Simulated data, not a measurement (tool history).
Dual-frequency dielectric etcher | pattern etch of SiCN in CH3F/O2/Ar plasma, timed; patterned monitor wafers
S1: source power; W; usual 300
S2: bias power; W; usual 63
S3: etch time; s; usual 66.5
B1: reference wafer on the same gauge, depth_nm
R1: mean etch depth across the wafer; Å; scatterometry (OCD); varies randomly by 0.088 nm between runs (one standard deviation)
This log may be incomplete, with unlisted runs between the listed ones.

run 1 hour=0 | S1=320 S2=63 S3=59 | B1=26.47 | R1=198.9
run 2 hour=71 | S1=250 S2=63 S3=66.5 | B1=26.54 | R1=204.5
run 3 hour=177.5 | S1=250 S2=63 S3=66.5 | B1=26.53 | R1=203.4
run 4 hour=264.1 | S1=300 S2=63 S3=74 | B1=26.51 | R1=240.3
run 5 hour=341.8 | S1=300 S2=63 S3=66.5 | B1=26.51 | R1=216.9
run 6 hour=425.5 | S1=300 S2=63 S3=66.5 | B1=26.48 | R1=221.6
run 7 hour=477.5 | S1=300 S2=60 S3=66.5 | B1=26.48 | R1=217.3
run 8 hour=572.9 | S1=300 S2=60 S3=66.5 | B1=26.47 | R1=217.6
run 9 hour=634.6 | S1=300 S2=60 S3=66.5 | B1=26.47 | R1=215.4
run 10 hour=725 | S1=300 S2=63 S3=66.5 | B1=26.46 | R1=217.6
run 11 hour=793.5 | S1=300 S2=63 S3=51.5 | B1=26.51 | R1=170.8
run 12 hour=825.5 | S1=370 S2=73 S3=48 | B1=26.51 | R1=181
run 13 hour=939.2 | S1=360 S2=68 S3=66.5 | B1=26.52 | R1=248.8
run 14 hour=967.6 | S1=330 S2=70 S3=66.5 | B1=26.52 | R1=240.1
run 15 hour=1013.4 | S1=320 S2=58 S3=66.5 | B1=26.49 | R1=223.2
run 16 hour=1050.1 | S1=220 S2=63 S3=66.5 | B1=26.5 | R1=197.4
run 17 hour=1089.9 | S1=300 S2=63 S3=66.5 | B1=26.5 | R1=222.4
run 18 hour=1171.1 | S1=300 S2=75 S3=66.5 | B1=26.52 | R1=235.3
run 19 hour=1226.6 | S1=340 S2=63 S3=48.5 | B1=26.5 | R1=168.8
run 20 hour=1303.3 | S1=370 S2=63 S3=82 | B1=26.48 | R1=293.6
run 21 hour=1350.1 | S1=250 S2=74 S3=66.5 | B1=26.51 | R1=216.3
run 22 hour=1394.2 | S1=240 S2=63 S3=85 | B1=26.49 | R1=256.5
run 23 hour=1453.2 | S1=300 S2=51 S3=66.5 | B1=26.48 | R1=201.8
run 24 hour=1497.4 | S1=300 S2=63 S3=66.5 | B1=26.45 | R1=224
run 25 hour=1570 | S1=280 S2=70 S3=80.5 | B1=26.51 | R1=270.2
run 26 hour=1612.3 | S1=300 S2=72 S3=66.5 | B1=26.51 | R1=234.5
run 27 hour=1676.9 | S1=320 S2=48 S3=79 | B1=26.47 | R1=245.5
run 28 hour=1721.6 | S1=300 S2=63 S3=66.5 | B1=26.49 | R1=221.3
run 29 hour=1813.8 | S1=270 S2=58 S3=66.5 | B1=26.46 | R1=206
run 30 hour=1891.9 | S1=240 S2=63 S3=66.5 | B1=26.52 | R1=200.8

Removed from this log: 7 entries logged between the listed runs. Between which two listed runs does each belong, and how does the tool's hidden state at the listed run before it compare with that at the listed run after it?
From run 4 to run 5: gauge calibrated (hour 321.3)
  etch rate over this chamber's usual, %: -1.73 -> -2.06; source power that arrives over what is set, %: -3.61 -> -3.78
  what was measured, less what the result would be without the hidden state, R1: -7.7 -> -7.8 Å
From run 5 to run 6: wet clean of the chamber (hour 425)
  etch rate over this chamber's usual, %: -2.06 -> 0.332; source power that arrives over what is set, %: -3.78 -> -3.95
  what was measured, less what the result would be without the hidden state, R1: -7.8 -> -2.7 Å
From run 8 to run 9: bias power generator calibrated (hour 626.7)
  etch rate over this chamber's usual, %: -0.292 -> -0.553; source power that arrives over what is set, %: -4.27 -> -4.4
  what was measured, less what the result would be without the hidden state, R1: -4.3 -> -5 Å
From run 10 to run 11: source power generator calibrated (hour 739.7); upper electrode replaced (hour 793)
  etch rate over this chamber's usual, %: -0.936 -> -1.23; source power that arrives over what is set, %: -4.59 -> 0.163
  what was measured, less what the result would be without the hidden state, R1: -6.1 -> -2 Å
From run 12 to run 13: wet clean of the chamber (hour 938.7)
  etch rate over this chamber's usual, %: -1.36 -> -0.0496; source power that arrives over what is set, %: 0.0948 -> -0.146
  what was measured, less what the result would be without the hidden state, R1: -2.4 -> -0.3 Å
From run 23 to run 24: wet clean of the chamber (hour 1477.5)
  etch rate over this chamber's usual, %: -2.23 -> 0.291; source power that arrives over what is set, %: -1.23 -> -1.33
  what was measured, less what the result would be without the hidden state, R1: -5.6 -> -0.5 Å

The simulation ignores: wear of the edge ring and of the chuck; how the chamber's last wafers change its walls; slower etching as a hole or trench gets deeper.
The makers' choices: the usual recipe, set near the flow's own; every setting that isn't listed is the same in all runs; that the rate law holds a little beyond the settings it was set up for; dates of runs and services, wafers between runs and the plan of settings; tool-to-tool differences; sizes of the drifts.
